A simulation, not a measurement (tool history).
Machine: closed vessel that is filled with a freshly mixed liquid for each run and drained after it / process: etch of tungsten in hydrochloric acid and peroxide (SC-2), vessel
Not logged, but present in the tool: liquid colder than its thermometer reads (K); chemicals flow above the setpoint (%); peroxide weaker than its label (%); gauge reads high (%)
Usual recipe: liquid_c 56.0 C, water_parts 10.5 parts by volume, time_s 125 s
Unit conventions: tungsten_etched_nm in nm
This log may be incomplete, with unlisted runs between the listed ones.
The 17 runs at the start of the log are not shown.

run,hour,liquid_c,water_parts,time_s,wafers since the last listed run,hours since the thermometer was replaced,hours since the chemicals flow meter was replaced,hours since the drum of peroxide was connected,hours since the gauge calibration,"read-back film thickness of the tungsten reference wafer, read on the same gauge (nm)",tungsten_etched_nm
18,912.3,49.0,6.0,125,7316,526.2,374.0,278.0,642.1,89.99,50.19
19,957.2,52.0,8.5,65,5198,571.1,418.9,322.9,687.0,89.98,24.89
20,986.2,56.0,10.5,125,3357,600.1,447.9,351.9,716.0,89.98,52.48
21,1015.6,56.0,10.5,150,3403,629.5,477.3,381.3,745.4,90.00,61.85
22,1040.7,62.5,13.5,195,2905,654.6,502.4,406.4,770.5,89.98,100.06
23,1084.1,63.0,10.5,125,5024,698.0,545.8,449.8,813.9,89.97,81.06
24,1152.4,51.5,10.5,125,7907,766.3,614.1,518.1,882.2,89.99,39.76
25,1201.9,59.0,13.0,125,5730,815.8,663.6,567.6,931.7,90.04,53.76
26,1249.5,56.0,14.5,125,5510,863.4,711.2,615.2,979.3,90.01,40.24
# hour 1280.0: new drum of peroxide connected
27,1286.3,56.0,6.5,125,4144,900.2,748.0,6.3,1016.1,90.01,76.76
28,1338.0,56.0,10.5,125,5985,951.9,799.7,58.0,1067.8,89.96,53.38
29,1398.7,56.0,10.5,125,7027,1012.6,860.4,118.7,1128.5,90.02,52.41

What will run 30 give?
30,1470.1,52.5,8.5,145,8266,1084.0,931.8,190.1,1199.9,?,?

Run 30 gave read-back film thickness of the tungsten reference wafer, read on the same gauge (nm) 89.99, tungsten_etched_nm 58.54 nm.
Were there no unlogged condition in the tool, this run, its random variation unchanged, would have produced tungsten_etched_nm 55.21 nm.
